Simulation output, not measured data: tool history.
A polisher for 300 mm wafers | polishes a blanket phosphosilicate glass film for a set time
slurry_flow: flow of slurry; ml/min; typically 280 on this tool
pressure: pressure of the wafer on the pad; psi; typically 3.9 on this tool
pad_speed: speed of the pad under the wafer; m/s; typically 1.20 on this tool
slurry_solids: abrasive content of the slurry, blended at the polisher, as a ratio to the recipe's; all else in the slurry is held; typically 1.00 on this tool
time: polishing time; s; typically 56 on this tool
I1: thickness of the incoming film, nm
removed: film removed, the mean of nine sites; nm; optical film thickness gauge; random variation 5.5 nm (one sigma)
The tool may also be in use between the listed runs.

Run 1, hour 0.0: usual settings but slurry_flow 350 ml/min, pressure 2.9 psi, slurry_solids 0.90; I1 1937.0. Result: removed 575.8 nm.
At hour 67.8: worn pad replaced by a new one, of another model than before.
Run 2, hour 69.1: usual settings but slurry_flow 240 ml/min; I1 1893.5. Result: removed 766.6 nm.
At hour 89.9: slurry blender recalibrated.
At hour 102.4: conditioning disc replaced and pad reconditioned.
Run 3, hour 102.9: usual settings but pressure 3.2 psi, pad_speed 0.98 m/s; I1 1906.1. Result: removed 642.5 nm.
Run 4, hour 132.0: usual settings; I1 1924.1. Result: removed 751.0 nm.
Run 5, hour 149.1: usual settings but slurry_flow 225 ml/min, pressure 3.3 psi, pad_speed 1.56 m/s, time 44 s; I1 1908.8. Result: removed 624.4 nm.
Run 6, hour 164.1: usual settings but time 47 s; I1 1921.1. Result: removed 639.5 nm.
Run 7, hour 187.3: usual settings but slurry_flow 235 ml/min, time 44 s; I1 1899.5. Result: removed 582.6 nm.
Run 8, hour 209.7: usual settings but slurry_flow 185 ml/min, pressure 4.7 psi, slurry_solids 1.25, time 70 s; I1 1943.4. Result: removed 1147.3 nm.
Run 9, hour 237.1: usual settings; I1 1907.1. Result: removed 750.4 nm.
Run 10, hour 271.3: usual settings; I1 1888.8. Result: removed 760.5 nm.
Run 11, hour 286.7: usual settings but pressure 5.0 psi, slurry_solids 1.20; I1 1946.4. Result: removed 937.8 nm.
Run 12, hour 320.5: usual settings but slurry_flow 195 ml/min, slurry_solids 0.85, time 68 s; I1 1886.3. Result: removed 795.7 nm.
At hour 342.0: worn pad replaced by a new one.
Run 13, hour 343.3: usual settings; I1 1904.8. Result: removed 779.6 nm.
At hour 355.8: slurry blender recalibrated.
At hour 371.1: conditioning disc replaced and pad reconditioned.
Run 14, hour 378.3: usual settings but slurry_flow 250 ml/min, pressure 5.0 psi, slurry_solids 0.80, time 42 s; I1 1907.3. Result: removed 541.0 nm.
Run 15, hour 403.7: usual settings but slurry_flow 340 ml/min, pad_speed 1.60 m/s, slurry_solids 1.25, time 65 s; I1 1925.8. Result: removed 1163.4 nm.

What does the tool deliver on the next run?
Run 16, hour 507.2: usual settings; I1 1914.8. Result: removed ?.

removed: 758.8 nm
The same run, on a tool lacking any hidden state, would have yielded removed 786.0 nm.
